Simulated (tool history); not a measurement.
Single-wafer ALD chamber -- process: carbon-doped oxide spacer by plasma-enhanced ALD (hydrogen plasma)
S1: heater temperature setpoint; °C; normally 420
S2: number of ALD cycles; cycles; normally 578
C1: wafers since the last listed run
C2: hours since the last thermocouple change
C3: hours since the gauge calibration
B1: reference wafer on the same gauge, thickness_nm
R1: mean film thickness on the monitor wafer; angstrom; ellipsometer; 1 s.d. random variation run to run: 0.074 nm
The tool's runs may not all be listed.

run	hour	S1	S2	C1	C2	C3	B1	R1
1	0.0	432	578	0	1509.0	871.1	24.501	287.18
2	49.4	420	578	36	1558.4	920.5	24.514	301.58
3	98.8	420	578	36	1607.8	969.9	24.498	302.19
4	158.5	420	578	43	1667.5	1029.6	24.497	301.92
5	223.6	420	578	47	1732.6	1094.7	24.506	301.75
6	265.2	420	578	30	1774.2	1136.3	24.502	303.34
7	327.5	420	578	45	1836.5	1198.6	24.507	301.94
8	363.2	431	612	26	1872.2	1234.3	24.493	307.95
9	389.7	431	612	19	1898.7	1260.8	24.507	308.04
10	414.3	416	578	18	1923.3	1285.4	24.507	307.14
11	441.9	416	578	20	1950.9	1313.0	24.505	306.91
12	496.6	420	578	40	2005.6	1367.7	24.480	303.46
13	526.0	420	578	21	2035.0	1397.1	24.492	302.80
# hour 534.8: gauge calibrated
14	592.4	406	535	48	2101.4	57.6	24.504	293.47
15	659.2	420	578	49	2168.2	124.4	24.489	303.76
16	717.6	426	578	43	2226.6	182.8	24.519	297.23
17	766.7	429	626	36	2275.7	231.9	24.496	320.41
18	815.8	415	578	36	2324.8	281.0	24.490	310.37
19	873.0	420	578	42	2382.0	338.2	24.488	304.74
# hour 892.9: thermocouple changed; heater temperature recalibrated
20	903.5	420	683	16	10.6	368.7	24.489	349.47

Expected results for the next run?
21	959.3	420	578	41	66.4	424.5	?	?

{"run 21": {"B1": 24.481, "R1": 296.12}}
On a tool with no hidden condition, and with the same random variation, this run would have come out at R1 297.36 angstrom.
